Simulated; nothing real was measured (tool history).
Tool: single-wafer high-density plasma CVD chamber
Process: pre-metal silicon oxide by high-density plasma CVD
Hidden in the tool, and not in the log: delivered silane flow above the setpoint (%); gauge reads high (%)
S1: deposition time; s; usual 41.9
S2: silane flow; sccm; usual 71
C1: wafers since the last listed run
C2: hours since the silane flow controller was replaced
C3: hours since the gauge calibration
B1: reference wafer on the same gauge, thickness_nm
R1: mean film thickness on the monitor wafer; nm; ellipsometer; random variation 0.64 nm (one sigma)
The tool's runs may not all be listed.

run 1 hour=0.0 | S1=35.6 S2=78 | C1=0 C2=2106.0 C3=325.5 | B1=261.913 | R1=262.163
run 2 hour=6.9 | S1=35.6 S2=78 | C1=159 C2=2112.9 C3=332.4 | B1=262.085 | R1=261.816
run 3 hour=16.1 | S1=41.9 S2=71 | C1=213 C2=2122.1 C3=341.6 | B1=261.971 | R1=279.214
run 4 hour=24.6 | S1=41.9 S2=71 | C1=196 C2=2130.6 C3=350.1 | B1=261.839 | R1=280.338
run 5 hour=35.0 | S1=41.9 S2=71 | C1=241 C2=2141.0 C3=360.5 | B1=262.013 | R1=281.084
run 6 hour=41.6 | S1=41.9 S2=71 | C1=152 C2=2147.6 C3=367.1 | B1=261.859 | R1=279.745
run 7 hour=58.2 | S1=41.9 S2=71 | C1=384 C2=2164.2 C3=383.7 | B1=261.749 | R1=280.086
run 8 hour=66.6 | S1=41.9 S2=71 | C1=194 C2=2172.6 C3=392.1 | B1=262.011 | R1=280.182
run 9 hour=77.9 | S1=41.9 S2=62 | C1=261 C2=2183.9 C3=403.4 | B1=261.907 | R1=244.813
run 10 hour=83.9 | S1=41.9 S2=62 | C1=139 C2=2189.9 C3=409.4 | B1=261.989 | R1=246.167
run 11 hour=92.9 | S1=38.1 S2=71 | C1=208 C2=2198.9 C3=418.4 | B1=262.073 | R1=254.255
run 12 hour=99.2 | S1=38.1 S2=71 | C1=146 C2=2205.2 C3=424.7 | B1=262.151 | R1=255.725
run 13 hour=108.4 | S1=41.9 S2=60 | C1=213 C2=2214.4 C3=433.9 | B1=261.984 | R1=236.458
run 14 hour=125.1 | S1=41.9 S2=71 | C1=387 C2=2231.1 C3=450.6 | B1=261.957 | R1=280.745
run 15 hour=137.0 | S1=41.9 S2=71 | C1=275 C2=2243.0 C3=462.5 | B1=261.785 | R1=279.593
-- hour=137.0 gauge calibrated
run 16 hour=151.9 | S1=41.9 S2=71 | C1=345 C2=2257.9 C3=14.9 | B1=262.003 | R1=279.222
run 17 hour=163.8 | S1=41.9 S2=71 | C1=275 C2=2269.8 C3=26.8 | B1=261.859 | R1=280.805
run 18 hour=174.5 | S1=41.9 S2=71 | C1=247 C2=2280.5 C3=37.5 | B1=261.993 | R1=281.156
run 19 hour=184.9 | S1=48.5 S2=76 | C1=241 C2=2290.9 C3=47.9 | B1=262.000 | R1=347.576
run 20 hour=193.9 | S1=46.1 S2=75 | C1=208 C2=2299.9 C3=56.9 | B1=261.927 | R1=326.412
run 21 hour=200.2 | S1=35.0 S2=71 | C1=146 C2=2306.2 C3=63.2 | B1=261.976 | R1=234.194
run 22 hour=210.4 | S1=39.1 S2=85 | C1=236 C2=2316.4 C3=73.4 | B1=262.064 | R1=313.761
run 23 hour=217.7 | S1=41.9 S2=71 | C1=169 C2=2323.7 C3=80.7 | B1=261.928 | R1=280.156
run 24 hour=234.4 | S1=46.7 S2=61 | C1=387 C2=2340.4 C3=97.4 | B1=261.975 | R1=268.528
run 25 hour=243.1 | S1=46.7 S2=75 | C1=201 C2=2349.1 C3=106.1 | B1=261.932 | R1=328.783
run 26 hour=254.7 | S1=36.4 S2=85 | C1=268 C2=2360.7 C3=117.7 | B1=261.975 | R1=291.288
run 27 hour=265.5 | S1=45.5 S2=85 | C1=250 C2=2371.5 C3=128.5 | B1=262.193 | R1=365.194
run 28 hour=273.3 | S1=36.4 S2=76 | C1=180 C2=2379.3 C3=136.3 | B1=262.000 | R1=260.530
run 29 hour=281.7 | S1=37.3 S2=84 | C1=194 C2=2387.7 C3=144.7 | B1=262.070 | R1=294.002
-- hour=296.7 silane flow controller replaced
run 30 hour=297.2 | S1=38.2 S2=71 | C1=173 C2=0.5 C3=160.2 | B1=262.091 | R1=273.478
run 31 hour=342.0 | S1=41.9 S2=71 | C1=1038 C2=45.3 C3=205.0 | B1=262.008 | R1=299.077
run 32 hour=353.0 | S1=41.9 S2=71 | C1=254 C2=56.3 C3=216.0 | B1=262.052 | R1=299.600
run 33 hour=367.9 | S1=41.9 S2=71 | C1=345 C2=71.2 C3=230.9 | B1=261.986 | R1=297.371
run 34 hour=377.8 | S1=47.6 S2=75 | C1=229 C2=81.1 C3=240.8 | B1=262.158 | R1=356.333
run 35 hour=391.2 | S1=46.6 S2=71 | C1=310 C2=94.5 C3=254.2 | B1=261.976 | R1=330.594

Hidden state at the last listed run before each entry between runs and at the first one after, where it differs:
Between runs 15 and 16: gauge calibrated (hour 137.0)
  no hidden state differs between the two runs
  measured less the result without the state, R1: -19.462 -> -19.457 nm
Between runs 29 and 30: silane flow controller replaced (hour 296.7)
  delivered silane flow above the setpoint (%): -6.57 -> -0.0393
  measured less the result without the state, R1: -20.658 -> -0.107 nm

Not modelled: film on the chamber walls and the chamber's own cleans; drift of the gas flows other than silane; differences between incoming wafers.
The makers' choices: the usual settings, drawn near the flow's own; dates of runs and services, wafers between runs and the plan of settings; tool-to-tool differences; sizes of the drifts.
